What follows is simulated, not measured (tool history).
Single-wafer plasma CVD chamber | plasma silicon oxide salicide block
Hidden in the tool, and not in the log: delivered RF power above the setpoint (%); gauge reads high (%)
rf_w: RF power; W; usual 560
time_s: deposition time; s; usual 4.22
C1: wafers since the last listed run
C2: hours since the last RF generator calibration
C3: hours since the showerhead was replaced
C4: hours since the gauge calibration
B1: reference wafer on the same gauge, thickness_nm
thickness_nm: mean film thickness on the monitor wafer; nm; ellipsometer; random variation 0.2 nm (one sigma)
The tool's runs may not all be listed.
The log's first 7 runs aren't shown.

run 8 hour=575.1 | rf_w=560 time_s=4.22 | C1=1619 C2=1898.4 C3=3305 C4=325.2 | B1=55.196 | thickness_nm=45.105
run 9 hour=613.1 | rf_w=560 time_s=4.22 | C1=695 C2=1936.4 C3=3343 C4=363.2 | B1=55.216 | thickness_nm=45.492
-- hour=626.5 showerhead replaced
run 10 hour=666.9 | rf_w=560 time_s=4.22 | C1=838 C2=1990.2 C3=40.4 C4=417 | B1=55.205 | thickness_nm=45.648
-- hour=713.5 RF generator calibrated
run 11 hour=715.7 | rf_w=635 time_s=4.22 | C1=746 C2=2.2 C3=89.2 C4=465.8 | B1=55.192 | thickness_nm=46.569
run 12 hour=757.9 | rf_w=560 time_s=4.22 | C1=772 C2=44.4 C3=131.4 C4=508 | B1=55.156 | thickness_nm=44.868
run 13 hour=823.3 | rf_w=485 time_s=4.22 | C1=1196 C2=109.8 C3=196.8 C4=573.4 | B1=55.234 | thickness_nm=43.021
run 14 hour=872.8 | rf_w=560 time_s=3.87 | C1=905 C2=159.3 C3=246.3 C4=622.9 | B1=55.203 | thickness_nm=41.045
run 15 hour=929.4 | rf_w=560 time_s=3.87 | C1=1035 C2=215.9 C3=302.9 C4=679.5 | B1=55.187 | thickness_nm=41.18
run 16 hour=987 | rf_w=455 time_s=4.6 | C1=1054 C2=273.5 C3=360.5 C4=737.1 | B1=55.176 | thickness_nm=46.106
-- hour=1046.8 RF generator calibrated, repeated, since the last time left the tool worse
run 17 hour=1053.3 | rf_w=450 time_s=4.22 | C1=1066 C2=6.5 C3=426.8 C4=803.4 | B1=55.178 | thickness_nm=43.382
run 18 hour=1141.9 | rf_w=625 time_s=3.66 | C1=1621 C2=95.1 C3=515.4 C4=892 | B1=55.174 | thickness_nm=41.327
run 19 hour=1193.9 | rf_w=505 time_s=3.63 | C1=951 C2=147.1 C3=567.4 C4=944 | B1=55.201 | thickness_nm=38.333
-- hour=1226.7 gauge calibrated
run 20 hour=1292.4 | rf_w=560 time_s=4.22 | C1=1802 C2=245.6 C3=665.9 C4=65.7 | B1=55.204 | thickness_nm=46.151
run 21 hour=1395.4 | rf_w=560 time_s=4.22 | C1=1884 C2=348.6 C3=768.9 C4=168.7 | B1=55.172 | thickness_nm=46.177
run 22 hour=1450.3 | rf_w=650 time_s=4.67 | C1=1004 C2=403.5 C3=823.8 C4=223.6 | B1=55.181 | thickness_nm=53.151
run 23 hour=1549.9 | rf_w=560 time_s=4.22 | C1=1822 C2=503.1 C3=923.4 C4=323.2 | B1=55.193 | thickness_nm=45.97
run 24 hour=1607.7 | rf_w=655 time_s=4.22 | C1=1057 C2=560.9 C3=981.2 C4=381 | B1=55.202 | thickness_nm=48.06
run 25 hour=1708.1 | rf_w=560 time_s=4.65 | C1=1837 C2=661.3 C3=1081.6 C4=481.4 | B1=55.219 | thickness_nm=50.853
run 26 hour=1793.4 | rf_w=560 time_s=3.48 | C1=1561 C2=746.6 C3=1166.9 C4=566.7 | B1=55.209 | thickness_nm=38.084
run 27 hour=1854.7 | rf_w=560 time_s=4.22 | C1=1121 C2=807.9 C3=1228.2 C4=628 | B1=55.206 | thickness_nm=45.988
run 28 hour=1934.6 | rf_w=560 time_s=4.22 | C1=1462 C2=887.8 C3=1308.1 C4=707.9 | B1=55.19 | thickness_nm=45.904
run 29 hour=1973.9 | rf_w=630 time_s=4.22 | C1=719 C2=927.1 C3=1347.4 C4=747.2 | B1=55.21 | thickness_nm=47.14
run 30 hour=2027.9 | rf_w=465 time_s=4.73 | C1=988 C2=981.1 C3=1401.4 C4=801.2 | B1=55.181 | thickness_nm=48.738

3 ways to go on from here, each from the tool as it stands after run 30. What would each give?
run A hour=2028.3 | rf_w=560 time_s=4.22 | C1=7 C2=981.5 C3=1401.8 C4=801.6 | B1=? | thickness_nm=?
run B hour=2028.3 | rf_w=485 time_s=4.93 | C1=7 C2=981.5 C3=1401.8 C4=801.6 | B1=? | thickness_nm=?
run C hour=2028.3 | rf_w=560 time_s=4.92 | C1=7 C2=981.5 C3=1401.8 C4=801.6 | B1=? | thickness_nm=?

run=A B1=55.185 thickness_nm=45.781
run=B B1=55.185 thickness_nm=51.435
run=C B1=55.185 thickness_nm=53.375
Without the tool's hidden state the same runs would have given:
run=A thickness_nm=46.133
run=B thickness_nm=51.83
run=C thickness_nm=53.785

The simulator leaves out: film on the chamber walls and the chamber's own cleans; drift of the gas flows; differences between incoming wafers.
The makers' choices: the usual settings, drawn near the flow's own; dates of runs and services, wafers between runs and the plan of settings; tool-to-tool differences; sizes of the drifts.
